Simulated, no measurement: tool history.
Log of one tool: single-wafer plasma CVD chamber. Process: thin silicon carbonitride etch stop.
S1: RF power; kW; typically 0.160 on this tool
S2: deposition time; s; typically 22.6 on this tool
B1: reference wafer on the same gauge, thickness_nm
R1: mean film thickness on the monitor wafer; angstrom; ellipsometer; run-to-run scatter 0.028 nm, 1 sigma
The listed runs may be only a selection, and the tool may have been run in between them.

run,hour,S1,S2,B1,R1
1,0.0,0.160,19.5,11.096,99.90
2,79.1,0.160,19.5,11.096,99.96
3,116.2,0.160,22.6,11.103,116.48
4,200.1,0.170,22.6,11.102,118.08
5,482.1,0.170,22.6,11.093,117.79
6,583.2,0.160,22.6,11.102,115.65
7,671.3,0.175,22.6,11.098,119.93
8,775.6,0.160,22.6,11.099,115.86
# hour 843.3: RF generator calibrated
# hour 847.1: gauge calibrated
9,878.0,0.160,22.6,11.099,116.06
# hour 887.6: showerhead replaced
10,916.4,0.160,22.6,11.105,116.15
# hour 954.9: thermocouple changed; heater temperature recalibrated
11,957.3,0.160,26.1,11.105,134.05
12,1029.1,0.160,22.6,11.100,115.88
13,1075.8,0.160,22.6,11.105,116.16
14,1389.6,0.130,18.2,11.105,87.15
15,1464.4,0.130,25.3,11.104,120.77
16,1507.1,0.160,22.6,11.097,115.87
17,1558.0,0.145,23.7,11.098,117.82
18,1647.3,0.175,21.1,11.105,112.12
19,1719.2,0.180,26.0,11.099,139.09
20,1756.5,0.175,22.6,11.103,119.80
21,1813.5,0.150,19.4,11.098,97.69

What if the next run were any one of these 4? Each begins from the tool's condition after run 21:
A,1813.9,0.160,25.9,?,?
B,1813.9,0.190,25.9,?,?
C,1813.9,0.175,24.7,?,?
D,1813.9,0.175,26.9,?,?

run,B1,R1
A,11.099,132.80
B,11.099,140.62
C,11.099,130.50
D,11.099,142.13
With no hidden state in the tool, these same runs would have given:
run,R1
A,132.80
B,140.62
C,130.50
D,142.13
